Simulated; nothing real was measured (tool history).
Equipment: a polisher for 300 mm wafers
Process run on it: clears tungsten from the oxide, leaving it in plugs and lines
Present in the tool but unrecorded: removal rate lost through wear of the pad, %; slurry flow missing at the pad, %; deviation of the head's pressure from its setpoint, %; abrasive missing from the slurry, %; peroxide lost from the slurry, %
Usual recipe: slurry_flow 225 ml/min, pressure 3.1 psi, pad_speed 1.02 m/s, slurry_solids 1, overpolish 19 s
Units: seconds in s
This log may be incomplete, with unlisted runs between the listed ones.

| run | day | slurry_flow | pressure | pad_speed | slurry_solids | overpolish | wafers since the last listed run | wafers polished on this pad | hours since the slurry nozzle was cleaned | hours since the head pressure was calibrated | hours since the slurry blender was calibrated | hours since the slurry got fresh peroxide | incoming thickness of the incoming film, nm | seconds |
|---|---|---|---|---|---|---|---|---|---|---|---|---|---|---|
| 1 | 0 | 225 | 2.4 | 1.24 | 1 | 19 | 0 | 1332 | 339.8 | 141.5 | 64.1 | 17.5 | 409.3 | 131.3 |
| 2 | 1.825 | 225 | 2.4 | 1.24 | 1 | 19 | 341 | 1674 | 383.6 | 185.3 | 107.9 | 61.3 | 412.7 | 133.4 |
|  | 3.458 | slurry nozzle cleaned |
|  | 5.808 | worn pad replaced by a new one |
|  | 9.071 | head pressure recalibrated |
|  | 12.279 | slurry tank refilled with fresh slurry and peroxide |
| 3 | 12.742 | 175 | 3.1 | 1.02 | 1.15 | 19 | 1982 | 1275 | 222.8 | 88.1 | 369.9 | 11.1 | 411.6 | 119.1 |
|  | 13.3 | slurry blender recalibrated |
| 4 | 15.383 | 175 | 3.1 | 1.02 | 1.15 | 19 | 479 | 1754 | 286.2 | 151.5 | 50 | 74.5 | 408.9 | 119.4 |
| 5 | 19.746 | 175 | 3.1 | 1.02 | 1.15 | 19 | 817 | 2572 | 390.9 | 256.2 | 154.7 | 179.2 | 405.2 | 117.2 |
|  | 20.254 | slurry nozzle cleaned |
| 6 | 21.775 | 225 | 3.1 | 1.02 | 0.8 | 26 | 372 | 2944 | 36.5 | 304.9 | 203.4 | 227.9 | 414.1 | 120 |
|  | 22.358 | worn pad replaced by a new one |
|  | 23.271 | head pressure recalibrated |
| 7 | 25.162 | 225 | 3.1 | 1.02 | 0.8 | 26 | 587 | 509 | 117.8 | 45.4 | 284.7 | 309.2 | 412.4 | 120.9 |
|  | 27.646 | slurry tank refilled with fresh slurry and peroxide |
|  | 28.379 | slurry blender recalibrated |
| 8 | 28.867 | 225 | 3.1 | 1.02 | 0.8 | 26 | 670 | 1180 | 206.7 | 134.3 | 11.7 | 29.3 | 414.7 | 122.5 |
| 9 | 31.438 | 225 | 3.1 | 1.02 | 1 | 19 | 481 | 1661 | 268.4 | 196 | 73.4 | 91 | 407.4 | 117.9 |
|  | 38.408 | worn pad replaced by a new one |
|  | 38.754 | slurry nozzle cleaned |
| 10 | 38.796 | 225 | 3.1 | 1.02 | 1 | 19 | 1339 | 64 | 1 | 372.6 | 250 | 267.6 | 411.3 | 115.2 |
|  | 39.188 | head pressure recalibrated |
| 11 | 42.208 | 225 | 3.1 | 1.02 | 1.1 | 19 | 623 | 688 | 82.9 | 72.5 | 331.9 | 349.5 | 417.8 | 118 |
|  | 42.317 | slurry tank refilled with fresh slurry and peroxide |
|  | 43.738 | slurry blender recalibrated |
| 12 | 46.712 | 225 | 3.1 | 1.2 | 1 | 10 | 820 | 1508 | 191 | 180.6 | 71.4 | 105.5 | 403.7 | 104.2 |
| 13 | 51.008 | 225 | 3.1 | 1.02 | 1 | 15 | 804 | 2313 | 294.1 | 283.7 | 174.5 | 208.6 | 413.8 | 118.1 |
|  | 52.954 | head pressure recalibrated |
|  | 53.296 | worn pad replaced by a new one |
| 14 | 53.775 | 225 | 4.1 | 1.18 | 1 | 28 | 471 | 89 | 360.5 | 19.7 | 240.9 | 275 | 417.7 | 81.4 |
|  | 55.55 | slurry tank refilled with fresh slurry and peroxide |
| 15 | 57.083 | 225 | 3.1 | 1.02 | 1.1 | 19 | 611 | 701 | 439.9 | 99.1 | 320.3 | 36.8 | 418.9 | 117.6 |
|  | 58.108 | slurry nozzle cleaned |
| 16 | 59.183 | 225 | 3.1 | 1.02 | 1 | 19 | 385 | 1087 | 25.8 | 149.5 | 370.7 | 87.2 | 415 | 119.1 |
|  | 59.45 | slurry blender recalibrated |
| 17 | 61.942 | 225 | 3.4 | 0.78 | 1.25 | 10 | 501 | 1588 | 92 | 215.7 | 59.8 | 153.4 | 410.9 | 120.2 |
| 18 | 66.225 | 280 | 2.4 | 1.02 | 1 | 9 | 802 | 2390 | 194.8 | 318.5 | 162.6 | 256.2 | 412.6 | 147.3 |
|  | 68.683 | head pressure recalibrated |
|  | 69.071 | worn pad replaced by a new one |
|  | 69.362 | slurry tank refilled with fresh slurry and peroxide |
| 19 | 70.471 | 225 | 3.1 | 1.02 | 1.1 | 19 | 740 | 254 | 296.7 | 42.9 | 264.5 | 26.6 | 411.3 | 117.8 |
|  | 73.033 | slurry nozzle cleaned |
|  | 73.062 | slurry blender recalibrated |
| 20 | 73.346 | 225 | 3.1 | 1.02 | 1.2 | 16 | 524 | 779 | 7.5 | 111.9 | 6.8 | 95.6 | 408.6 | 111.4 |
| 21 | 75.246 | 280 | 3.8 | 1.02 | 1.2 | 29 | 355 | 1135 | 53.1 | 157.5 | 52.4 | 141.2 | 411.9 | 92.9 |

Predict each of these 4 candidate next runs independently; none follows another, all start after run 21:
| A | 75.267 | 225 | 3.1 | 1.02 | 1 | 19 | 3 | 1139 | 53.6 | 158 | 52.9 | 141.7 | 411.4 | ? |
| B | 75.267 | 225 | 3.1 | 1.02 | 1.2 | 19 | 3 | 1139 | 53.6 | 158 | 52.9 | 141.7 | 411.4 | ? |
| C | 75.267 | 225 | 3.1 | 1.02 | 0.8 | 19 | 3 | 1139 | 53.6 | 158 | 52.9 | 141.7 | 411.4 | ? |
| D | 75.267 | 225 | 3.9 | 0.68 | 1 | 9 | 3 | 1139 | 53.6 | 158 | 52.9 | 141.7 | 411.4 | ? |

| run | seconds |
|---|---|
| A | 116.1 |
| B | 112.8 |
| C | 119.9 |
| D | 115.5 |
With no hidden state in the tool, these same runs would have given:
| run | seconds |
|---|---|
| A | 116.1 |
| B | 112.8 |
| C | 119.9 |
| D | 115.5 |
